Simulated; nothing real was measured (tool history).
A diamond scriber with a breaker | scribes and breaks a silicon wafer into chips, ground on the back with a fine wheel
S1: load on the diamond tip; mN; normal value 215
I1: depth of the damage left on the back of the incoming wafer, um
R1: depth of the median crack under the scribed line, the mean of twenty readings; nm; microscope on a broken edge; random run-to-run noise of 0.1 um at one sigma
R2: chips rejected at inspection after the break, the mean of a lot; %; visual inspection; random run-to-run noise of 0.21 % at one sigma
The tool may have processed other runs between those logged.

run,hour,S1,I1,R1,R2
1,0.0,215,2.12,9940,3.38
2,32.1,215,2.08,10060,3.09
3,234.1,215,2.61,9970,4.21
4,299.3,215,2.38,10010,3.34
# hour 364.2: diamond tip replaced by a new one
5,366.2,215,1.93,11470,2.31
6,414.5,215,1.61,11260,2.20
7,472.6,215,1.91,11070,2.47
8,497.1,215,2.69,10950,3.53
9,537.4,215,2.99,10890,4.23
10,581.3,250,1.94,11860,2.43
11,639.5,247,2.18,11470,2.89
12,678.5,247,2.31,11620,3.13
13,750.5,247,1.94,11660,2.89
14,784.6,215,1.58,10700,2.25
15,810.2,180,2.79,9710,6.05
16,844.1,189,2.59,9740,4.36
17,915.1,188,1.81,9760,3.49
# hour 949.4: load on the tip recalibrated
18,974.4,268,2.21,11440,2.87
19,1041.5,163,2.96,8260,12.19
# hour 1056.1: diamond tip replaced by a new one
20,1092.5,265,1.56,12360,3.45
21,1119.7,215,2.52,10830,2.99
22,1156.2,164,1.90,9060,6.31
23,1221.9,152,2.86,8710,9.78
24,1287.0,215,2.92,10410,3.47
25,1319.4,215,2.26,10430,3.35
26,1379.4,197,2.67,9830,4.55

Alternative continuations, all from the tool just after run 26; predict every row:
A,1380.0,215,2.64,?,?
B,1380.0,260,2.64,?,?
C,1380.0,255,2.64,?,?
D,1380.0,162,2.64,?,?
E,1380.0,254,2.64,?,?

run,R1,R2
A,10530,3.35
B,11820,3.05
C,11680,2.97
D,8890,7.80
E,11660,2.96
Without the tool's hidden state the same runs would have given:
run,R1,R2
A,11120,2.92
B,12490,3.69
C,12340,3.51
D,9390,5.86
E,12310,3.47
